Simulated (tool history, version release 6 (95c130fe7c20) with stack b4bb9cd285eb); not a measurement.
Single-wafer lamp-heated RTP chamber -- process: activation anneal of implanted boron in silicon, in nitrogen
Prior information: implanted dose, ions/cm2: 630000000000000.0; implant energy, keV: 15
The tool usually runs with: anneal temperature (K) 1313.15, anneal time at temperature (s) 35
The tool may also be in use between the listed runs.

run    hour  anneal temperature (K)  anneal time at temperature (s)  read-back reference wafer on the same gauge, sheet resistance  sheet resistance of the implanted and annealed layer (ohm/square)
  1       0                 1313.15                              35                                                         147.15                                                             163.27
       22.5  -- reflector plate cleaned
  2    49.8                 1313.15                              35                                                         147.39                                                             164.17
  3   119.7                 1313.15                              35                                                         147.46                                                             163.34
  4   214.9                 1313.15                              21                                                         147.73                                                             164.76
  5   318.7                 1313.15                              21                                                         147.77                                                             165.98
  6   365.2                 1296.15                              19                                                         147.69                                                             167.54
  7   418.7                 1296.15                              19                                                         148.18                                                             167.42
  8     526                 1307.15                              35                                                         147.89                                                              164.8
      538.4  -- pyrometer window cleaned and pyrometer calibrated
  9   582.9                 1307.15                              35                                                         148.32                                                             164.89
      614.7  -- reflector plate cleaned
 10   627.2                 1307.15                              35                                                         148.38                                                              164.9
 11   698.4                 1313.15                              35                                                         148.64                                                             165.13
 12   754.3                 1313.15                              19                                                         148.52                                                             166.68
 13     841                 1313.15                              19                                                         148.91                                                             166.68
 14   922.1                 1313.15                              19                                                         149.23                                                             166.87
 15  1003.4                 1313.15                              18                                                         149.29                                                             166.96
 16  1042.6                 1313.15                              18                                                         149.25                                                             167.43
 17  1106.3                 1342.15                              21                                                         149.43                                                             165.44
     1210.6  -- reflector plate cleaned
     1211.3  -- pyrometer window cleaned and pyrometer calibrated
 18  1211.8                 1304.15                              24                                                         149.86                                                             167.03
 19    1267                 1339.15                              44                                                         149.84                                                             162.76
 20  1350.9                 1313.15                              35                                                         150.18                                                             165.85
 21  1411.6                 1338.15                              25                                                         150.31                                                             166.17
 22  1485.2                 1341.15                              41                                                         150.63                                                             165.35
     1490.3  -- gauge calibrated
 23  1578.7                 1293.15                              21                                                         144.94                                                             163.25
 24  1649.1                 1334.15                              24                                                         145.11                                                             160.06
     1758.7  -- reflector plate cleaned
     1897.5  -- pyrometer window cleaned and pyrometer calibrated
 25  1941.5                 1321.15                              52                                                         145.24                                                             159.31
 26  2029.3                 1296.15                              45                                                         145.18                                                             162.71
 27  2089.8                 1313.15                              40                                                         145.29                                                             161.27
 28  2173.7                 1313.15                              35                                                         145.39                                                             160.42
       2247  -- reflector plate cleaned
 29  2247.5                 1313.15                              35                                                         145.37                                                             162.35
 30  2309.5                 1304.15                              49                                                         145.43                                                             161.52
 31  2351.3                 1343.15                              26                                                         145.56                                                             161.08
 32  2409.3                 1341.15                              22                                                         145.25                                                             160.66
 33  2477.1                 1313.15                              35                                                         145.74                                                             161.63
 34  2541.6                 1313.15                              19                                                         145.57                                                             163.28
 35  2585.7                 1290.15                              48                                                         145.54                                                             163.25

Forecast each of these 5 alternatives for the next run:
  A  2586.1                 1286.15                              35                                                              ?                                                                  ?
  B  2586.1                 1322.15                              18                                                              ?                                                                  ?
  C  2586.1                 1305.15                              24                                                              ?                                                                  ?
  D  2586.1                 1340.15                              41                                                              ?                                                                  ?
  E  2586.1                 1290.15                              51                                                              ?                                                                  ?

run  read-back reference wafer on the same gauge, sheet resistance  sheet resistance of the implanted and annealed layer (ohm/square)
  A                                                         145.68                                                             164.65
  B                                                         145.68                                                             163.23
  C                                                         145.68                                                             163.68
  D                                                         145.68                                                             159.95
  E                                                         145.68                                                             163.27
With no hidden state in the tool, these same runs would have given:
run  sheet resistance of the implanted and annealed layer (ohm/square)
  A                                                             163.87
  B                                                             162.46
  C                                                              162.9
  D                                                             159.19
  E                                                              162.5
